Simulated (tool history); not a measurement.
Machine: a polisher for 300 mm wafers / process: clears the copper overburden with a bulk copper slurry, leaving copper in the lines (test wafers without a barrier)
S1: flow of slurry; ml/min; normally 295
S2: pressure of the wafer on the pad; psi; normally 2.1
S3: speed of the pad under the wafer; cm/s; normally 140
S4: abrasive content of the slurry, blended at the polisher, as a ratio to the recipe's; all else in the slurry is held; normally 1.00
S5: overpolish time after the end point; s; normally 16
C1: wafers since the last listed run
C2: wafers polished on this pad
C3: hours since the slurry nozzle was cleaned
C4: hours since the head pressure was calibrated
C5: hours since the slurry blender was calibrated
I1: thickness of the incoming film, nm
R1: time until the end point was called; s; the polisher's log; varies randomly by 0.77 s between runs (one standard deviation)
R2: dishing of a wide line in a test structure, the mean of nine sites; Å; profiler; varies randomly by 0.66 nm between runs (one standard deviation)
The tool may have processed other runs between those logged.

Run 1, day 0.000: usual settings; C1 0; C2 927; C3 415.7; C4 342.0; C5 171.0; I1 844.0. Result: R1 75.8 s, R2 477 Å.
At day 0.083: worn pad replaced by a new one.
Run 2, day 4.000: usual settings; C1 891; C2 891; C3 511.7; C4 438.0; C5 267.0; I1 834.4. Result: R1 75.8 s, R2 478 Å.
At day 4.579: worn pad replaced by a new one.
Run 3, day 5.117: usual settings but S3 150 cm/s, S4 0.75; C1 216; C2 122; C3 538.5; C4 464.8; C5 293.8; I1 837.4. Result: R1 77.9 s, R2 488 Å.
Run 4, day 6.238: usual settings but S3 150 cm/s, S4 0.75; C1 255; C2 377; C3 565.4; C4 491.7; C5 320.7; I1 848.9. Result: R1 80.5 s, R2 482 Å.
Run 5, day 7.200: usual settings; C1 219; C2 596; C3 588.5; C4 514.8; C5 343.8; I1 841.5. Result: R1 83.0 s, R2 473 Å.
Run 6, day 8.421: usual settings; C1 277; C2 874; C3 617.8; C4 544.1; C5 373.1; I1 843.3. Result: R1 84.1 s, R2 463 Å.
At day 9.025: slurry blender recalibrated.
At day 9.358: worn pad replaced by a new one, repeated, since the last time left the tool worse.
Run 7, day 9.421: usual settings; C1 170; C2 14; C3 641.8; C4 568.1; C5 9.5; I1 838.9. Result: R1 72.7 s, R2 479 Å.
Run 8, day 10.554: usual settings; C1 257; C2 272; C3 669.0; C4 595.3; C5 36.7; I1 830.6. Result: R1 71.7 s, R2 491 Å.
Run 9, day 11.658: usual settings; C1 251; C2 523; C3 695.5; C4 621.8; C5 63.2; I1 833.5. Result: R1 74.5 s, R2 476 Å.
Run 10, day 12.654: usual settings but S1 395 ml/min; C1 226; C2 749; C3 719.4; C4 645.7; C5 87.1; I1 847.0. Result: R1 73.8 s, R2 488 Å.
At day 13.217: worn pad replaced by a new one.
At day 13.421: slurry nozzle cleaned.
Run 11, day 13.558: usual settings but S4 1.10, S5 23 s; C1 158; C2 68; C3 3.3; C4 667.4; C5 108.8; I1 847.9. Result: R1 71.3 s, R2 516 Å.
Run 12, day 14.071: usual settings but S1 330 ml/min, S5 9 s; C1 116; C2 184; C3 15.6; C4 679.7; C5 121.1; I1 838.8. Result: R1 71.5 s, R2 416 Å.
Run 13, day 15.229: usual settings but S2 1.6 psi; C1 263; C2 448; C3 43.4; C4 707.5; C5 148.9; I1 852.9. Result: R1 94.7 s, R2 464 Å.
At day 15.662: head pressure recalibrated.
Run 14, day 16.450: usual settings; C1 258; C2 707; C3 72.7; C4 18.9; C5 178.2; I1 831.1. Result: R1 75.1 s, R2 487 Å.
Run 15, day 17.196: usual settings but S1 330 ml/min, S5 9 s; C1 169; C2 876; C3 90.6; C4 36.8; C5 196.1; I1 840.2. Result: R1 75.8 s, R2 418 Å.
At day 17.546: worn pad replaced by a new one.
Run 16, day 18.175: usual settings but S3 174 cm/s; C1 184; C2 143; C3 114.1; C4 60.3; C5 219.6; I1 850.1. Result: R1 58.8 s, R2 509 Å.
Run 17, day 18.717: usual settings but S1 375 ml/min, S2 1.6 psi, S4 1.15, S5 25 s; C1 123; C2 266; C3 127.1; C4 73.3; C5 232.6; I1 847.8. Result: R1 87.4 s, R2 473 Å.
Run 18, day 20.200: usual settings but S4 0.80; C1 337; C2 604; C3 162.7; C4 108.9; C5 268.2; I1 845.4. Result: R1 78.4 s, R2 478 Å.

Across each entry between runs, compare the hidden state at the last listed run before it with the hidden state at the first listed run after it:
Between runs 1 and 2: worn pad replaced by a new one (day 0.083)
  removal rate lost through wear of the pad, %: 6.18 -> 5.61
  what was measured, less what the result would be without the hidden state, R1: +4.7 -> +4.3 s; R2: -5 -> -4 Å
Between runs 2 and 3: worn pad replaced by a new one (day 4.579)
  removal rate lost through wear of the pad, %: 5.61 -> 10.1
  what was measured, less what the result would be without the hidden state, R1: +4.3 -> +7.8 s; R2: -4 -> -9 Å
Between runs 6 and 7: slurry blender recalibrated (day 9.025); worn pad replaced by a new one, repeated, since the last time left the tool worse (day 9.358)
  removal rate lost through wear of the pad, %: 14.5 -> 1.16
  what was measured, less what the result would be without the hidden state, R1: +12.2 -> +0.9 s; R2: -14 -> -1 Å
Between runs 10 and 11: worn pad replaced by a new one (day 13.217); slurry nozzle cleaned (day 13.421)
  removal rate lost through wear of the pad, %: 5.48 -> 0.875
  what was measured, less what the result would be without the hidden state, R1: +4.1 -> +0.6 s; R2: -4 -> +0 Å
Between runs 13 and 14: head pressure recalibrated (day 15.662)
  removal rate lost through wear of the pad, %: 3.11 -> 4.73
  what was measured, less what the result would be without the hidden state, R1: +3.0 -> +3.6 s; R2: -3 -> -4 Å
Between runs 15 and 16: worn pad replaced by a new one (day 17.546)
  removal rate lost through wear of the pad, %: 5.73 -> 1.13
  what was measured, less what the result would be without the hidden state, R1: +4.3 -> +0.7 s; R2: -9 -> -1 Å
